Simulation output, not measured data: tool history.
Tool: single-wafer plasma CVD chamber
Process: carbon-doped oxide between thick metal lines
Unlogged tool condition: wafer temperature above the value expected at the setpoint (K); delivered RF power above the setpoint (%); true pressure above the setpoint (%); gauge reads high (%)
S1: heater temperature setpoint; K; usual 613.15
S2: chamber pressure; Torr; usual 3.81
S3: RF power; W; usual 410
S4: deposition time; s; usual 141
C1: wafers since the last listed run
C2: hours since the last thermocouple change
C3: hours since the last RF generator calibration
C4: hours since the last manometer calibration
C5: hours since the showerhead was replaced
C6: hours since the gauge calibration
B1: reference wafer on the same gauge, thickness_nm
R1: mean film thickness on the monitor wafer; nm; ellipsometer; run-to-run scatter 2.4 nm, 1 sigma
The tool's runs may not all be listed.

run	day	S1	S2	S3	S4	C1	C2	C3	C4	C5	C6	B1	R1
1	0.000	613.15	3.81	410	141	0	99.1	514.5	2117.2	3381.1	1255.8	750.202	630.136
2	3.142	613.15	3.81	410	141	524	174.5	589.9	2192.6	3456.5	1331.2	749.442	631.630
3	4.988	613.15	3.81	410	141	308	218.8	634.2	2236.9	3500.8	1375.5	749.842	634.151
4	8.000	613.15	3.81	410	141	502	291.1	706.5	2309.2	3573.1	1447.8	749.798	628.488
# day 9.221: RF generator calibrated
5	11.550	613.15	3.81	410	141	536	376.3	55.9	2394.4	3658.3	1533.0	750.103	627.731
6	15.696	613.15	3.81	410	141	691	475.8	155.4	2493.9	3757.8	1632.5	749.884	628.546
# day 17.396: showerhead replaced
7	18.417	621.15	2.87	470	141	398	541.1	220.7	2559.2	24.5	1697.8	750.455	681.299
8	20.075	622.15	3.81	410	141	276	580.9	260.5	2599.0	64.3	1737.6	749.774	613.593
9	23.200	613.15	3.81	410	141	521	655.9	335.5	2674.0	139.3	1812.6	749.888	631.443
# day 25.142: capacitance manometer re-zeroed and calibrated
10	27.367	604.15	3.81	490	123	639	755.9	435.5	53.4	239.3	1912.6	750.459	659.939
11	29.158	613.15	3.81	410	141	298	798.9	478.5	96.4	282.3	1955.6	750.147	628.646
12	33.517	613.15	3.81	370	141	727	903.5	583.1	201.0	386.9	2060.2	749.988	564.534
13	35.546	613.15	2.95	410	141	338	952.2	631.8	249.7	435.6	2108.9	749.534	621.929
14	39.904	613.15	4.17	410	156	727	1056.8	736.4	354.3	540.2	2213.5	750.252	696.998
15	44.358	620.15	3.56	455	162	743	1163.7	843.3	461.2	647.1	2320.4	749.432	771.264
# day 45.600: gauge calibrated
# day 47.017: RF generator calibrated
16	47.817	604.15	3.14	350	156	521	1246.7	19.2	544.2	730.1	53.2	750.396	598.518
17	51.521	613.15	3.81	410	141	618	1335.6	108.1	633.1	819.0	142.1	750.200	627.553
# day 53.292: thermocouple changed; heater temperature recalibrated
18	53.312	626.15	3.00	385	153	243	0.5	151.1	676.1	862.0	185.1	750.236	611.058
19	56.071	613.15	3.81	350	141	460	66.7	217.3	742.3	928.2	251.3	749.535	541.723
20	58.604	613.15	3.81	410	141	422	127.5	278.1	803.1	989.0	312.1	749.926	634.371
21	61.175	613.15	4.41	410	141	428	189.2	339.8	864.8	1050.7	373.8	750.277	646.480
22	69.212	624.15	4.22	350	155	1341	382.1	532.7	1057.7	1243.6	566.7	749.953	576.632
23	71.912	617.15	4.32	410	141	450	446.9	597.5	1122.5	1308.4	631.5	750.238	629.837
24	75.808	618.15	3.81	435	141	650	540.4	691.0	1216.0	1401.9	725.0	750.059	657.868
25	77.946	613.15	2.95	410	141	356	591.7	742.3	1267.3	1453.2	776.3	750.467	621.456
26	80.188	613.15	3.81	410	141	374	645.5	796.1	1321.1	1507.0	830.1	749.971	632.151
# day 81.167: RF generator calibrated
27	84.104	613.15	3.81	410	116	597	739.5	70.5	1415.1	1601.0	924.1	749.960	518.437

Below are 5 alternative next runs, each starting from the tool's condition after run 27. Predict each:
A	84.121	624.15	3.81	410	141	2	739.9	70.9	1415.5	1601.4	924.5	?	?
B	84.121	613.15	3.81	440	113	2	739.9	70.9	1415.5	1601.4	924.5	?	?
C	84.121	613.15	3.81	410	122	2	739.9	70.9	1415.5	1601.4	924.5	?	?
D	84.121	619.15	4.10	430	129	2	739.9	70.9	1415.5	1601.4	924.5	?	?
E	84.121	598.15	4.31	490	120	2	739.9	70.9	1415.5	1601.4	924.5	?	?

run	B1	R1
A	749.475	610.382
B	749.475	540.920
C	749.475	545.987
D	749.475	596.744
E	749.475	667.043
Had the tool no hidden state, the same runs would have come out as:
run	R1
A	612.522
B	543.038
C	548.125
D	599.030
E	670.231

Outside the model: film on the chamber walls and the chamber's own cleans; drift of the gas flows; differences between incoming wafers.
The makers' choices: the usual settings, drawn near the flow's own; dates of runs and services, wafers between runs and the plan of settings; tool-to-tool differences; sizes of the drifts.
